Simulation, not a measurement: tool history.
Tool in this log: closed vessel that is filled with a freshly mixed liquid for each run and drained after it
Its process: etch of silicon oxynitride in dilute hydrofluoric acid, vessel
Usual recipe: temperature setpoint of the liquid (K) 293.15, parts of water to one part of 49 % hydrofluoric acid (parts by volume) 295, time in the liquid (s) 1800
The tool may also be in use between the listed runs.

run	day	temperature setpoint of the liquid (K)	parts of water to one part of 49 % hydrofluoric acid (parts by volume)	time in the liquid (s)	wafers since the last listed run	hours since the thermometer was replaced	hours since the hydrofluoric acid flow meter was replaced	hours since the gauge calibration	read-back film thickness of the silicon oxynitride reference wafer, read on the same gauge (nm)	thickness taken off the silicon oxynitride on a monitor wafer (Å)
1	0	293.15	180	1800	0	244.2	336.2	3377	31.82	150.6
# day 0.904: gauge calibrated
2	1.904	293.15	295	1800	1447	289.9	381.9	24	29.77	79.9
3	5.654	294.65	225	1800	2851	379.9	471.9	114	29.74	116.9
4	9.567	294.65	225	1800	2974	473.8	565.8	207.9	29.7	118.4
5	17.188	293.15	335	1800	5793	656.7	748.7	390.8	29.75	69.6
6	19.817	293.15	295	1800	1998	719.8	811.8	453.9	29.8	80.9
7	22.162	295.65	385	2640	1783	776.1	868.1	510.2	29.83	95.9
# day 24.946: hydrofluoric acid flow meter replaced
8	25.196	296.65	145	1450	2274	848.9	6	583	29.81	172.1
# day 31.596: thermometer replaced
9	38.546	297.65	170	2600	10118	166.8	326.4	903.4	29.86	272
10	41.092	290.15	245	1800	1935	227.9	387.5	964.5	29.86	86.6
11	43.5	296.65	260	1800	1831	285.7	445.3	1022.3	29.92	110.9
12	46.112	293.15	295	1140	1986	348.4	508	1085	29.98	51.4
13	48.375	291.65	295	1800	1720	402.7	562.3	1139.3	29.95	75.6
14	52.708	293.15	295	1800	3294	506.7	666.3	1243.3	30.02	81.1
15	54.325	293.15	430	1330	1229	545.5	705.1	1282.1	30.04	37.7
16	58.758	293.15	295	1410	3370	651.9	811.5	1388.5	30.09	63.1
# day 58.829: hydrofluoric acid flow meter replaced
17	62.371	293.15	295	2455	2714	738.6	85	1475.2	30.1	110.9
18	64.233	291.15	350	1260	1416	783.3	129.7	1519.9	30.14	43.4
19	66.667	293.15	295	1800	1850	841.7	188.1	1578.3	30.16	81.3
20	69.112	291.15	295	1800	1859	900.4	246.8	1637	30.22	75
21	73.55	293.15	295	1800	3373	1006.9	353.3	1743.5	30.19	82.5
22	75.75	294.65	295	1420	1672	1059.7	406.1	1796.3	30.23	70.1
23	78.158	290.15	220	1025	1831	1117.5	463.9	1854.1	30.33	57.2
24	79.75	293.15	295	1800	1210	1155.7	502.1	1892.3	30.41	82.5
# day 81.067: thermometer replaced
25	87.175	293.15	295	1800	5613	146.6	680.3	2070.5	30.46	82.2
26	91.671	293.15	170	1800	3418	254.5	788.2	2178.4	30.51	155.7
27	95.112	295.65	295	1800	2616	337.1	870.8	2261	30.57	92.3
# day 96.062: hydrofluoric acid flow meter replaced
28	99.262	296.15	335	2405	3123	436.7	76.8	2360.6	30.65	109.1
29	101.204	293.15	190	890	1476	483.3	123.4	2407.2	30.67	68.4
30	105.471	293.15	295	1800	3243	585.7	225.8	2509.6	30.82	83
31	106.992	290.15	400	1800	1156	622.2	262.3	2546.1	30.84	50.5

Below are 5 alternative next runs, each starting from the tool's condition after run 31. Predict each:
A	107.042	293.15	375	1800	38	623.4	263.5	2547.3	?	?
B	107.042	296.15	235	1800	38	623.4	263.5	2547.3	?	?
C	107.042	290.15	360	1800	38	623.4	263.5	2547.3	?	?
D	107.042	290.15	295	1800	38	623.4	263.5	2547.3	?	?
E	107.042	293.15	295	2555	38	623.4	263.5	2547.3	?	?

run	read-back film thickness of the silicon oxynitride reference wafer, read on the same gauge (nm)	thickness taken off the silicon oxynitride on a monitor wafer (Å)
A	30.82	62.5
B	30.82	124.2
C	30.82	57.6
D	30.82	72.7
E	30.82	118.2
With no hidden state in the tool, these same runs would have given:
run	thickness taken off the silicon oxynitride on a monitor wafer (Å)
A	60.8
B	120.8
C	56
D	70.8
E	115.1
